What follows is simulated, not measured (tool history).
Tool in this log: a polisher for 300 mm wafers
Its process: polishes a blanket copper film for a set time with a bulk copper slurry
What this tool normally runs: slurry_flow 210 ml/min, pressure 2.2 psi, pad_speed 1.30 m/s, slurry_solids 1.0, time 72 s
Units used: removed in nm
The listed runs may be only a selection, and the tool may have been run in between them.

run	hour	slurry_flow	pressure	pad_speed	slurry_solids	time	wafers since the last listed run	wafers polished on this pad	hours since the slurry nozzle was cleaned	hours since the head pressure was calibrated	hours since the slurry blender was calibrated	incoming thickness of the incoming film, nm	removed
1	0.0	210	2.2	1.30	1.0	72	0	327	372.1	950.6	112.8	1883.2	613.8
2	9.5	210	2.2	1.30	1.0	72	76	404	381.6	960.1	122.3	1876.5	611.6
3	22.5	210	2.2	1.30	1.0	72	104	509	394.6	973.1	135.3	1896.1	604.1
# hour 35.4: slurry blender recalibrated
4	38.5	210	2.2	1.30	1.0	72	113	622	410.6	989.1	3.1	1839.0	626.9
5	53.4	210	2.2	1.30	1.0	72	120	742	425.5	1004.0	18.0	1861.1	626.8
6	70.1	210	2.2	1.30	1.0	72	134	877	442.2	1020.7	34.7	1877.2	633.2
7	86.2	210	2.2	1.48	1.0	72	130	1007	458.3	1036.8	50.8	1846.0	717.7
8	96.6	210	2.2	1.48	1.0	72	83	1091	468.7	1047.2	61.2	1901.9	712.8
9	102.9	210	2.2	1.30	1.0	72	50	1142	475.0	1053.5	67.5	1897.7	632.7
# hour 105.3: head pressure recalibrated
10	120.1	160	2.4	1.14	1.0	87	122	1265	492.2	14.8	84.7	1910.4	696.0
11	126.4	210	2.2	1.30	1.0	72	50	1316	498.5	21.1	91.0	1871.2	622.0
# hour 143.1: worn pad replaced by a new one
12	143.6	165	2.8	1.30	1.0	72	106	4	515.7	38.3	108.2	1856.3	776.2
# hour 153.1: slurry blender recalibrated
# hour 165.3: slurry nozzle cleaned
13	167.6	150	1.4	1.30	0.9	56	169	173	2.3	62.3	14.5	1862.5	294.3
14	177.5	210	2.2	1.58	1.0	72	79	253	12.2	72.2	24.4	1876.0	758.4
15	194.1	165	2.2	1.30	1.0	72	134	387	28.8	88.8	41.0	1873.7	604.6
16	210.7	210	2.2	1.48	1.0	72	134	521	45.4	105.4	57.6	1849.2	695.7

How would selected steps in removed from run to run divide? Give the signed amount a tool lacking its hidden state would still show from settings, what came in and random variation, and the signed amount left for the hidden state, including any gauge scatter that is not in both of the compared results.
Hidden state at play: removal rate lost through wear of the pad, %; slurry flow missing at the pad, %; deviation of the head's pressure from its setpoint, %; abrasive missing from the slurry, %.
Run 3 -> 4: slurry blender recalibrated. removed +22.8 nm: hidden state +22.4, all else +0.4.
Run 12 -> 13: slurry_flow 165 -> 150, pressure 2.8 -> 1.4, slurry_solids 1.0 -> 0.9, time 72 -> 56, slurry blender recalibrated, slurry nozzle cleaned. removed -481.9 nm: hidden state +20.9, all else -502.8.
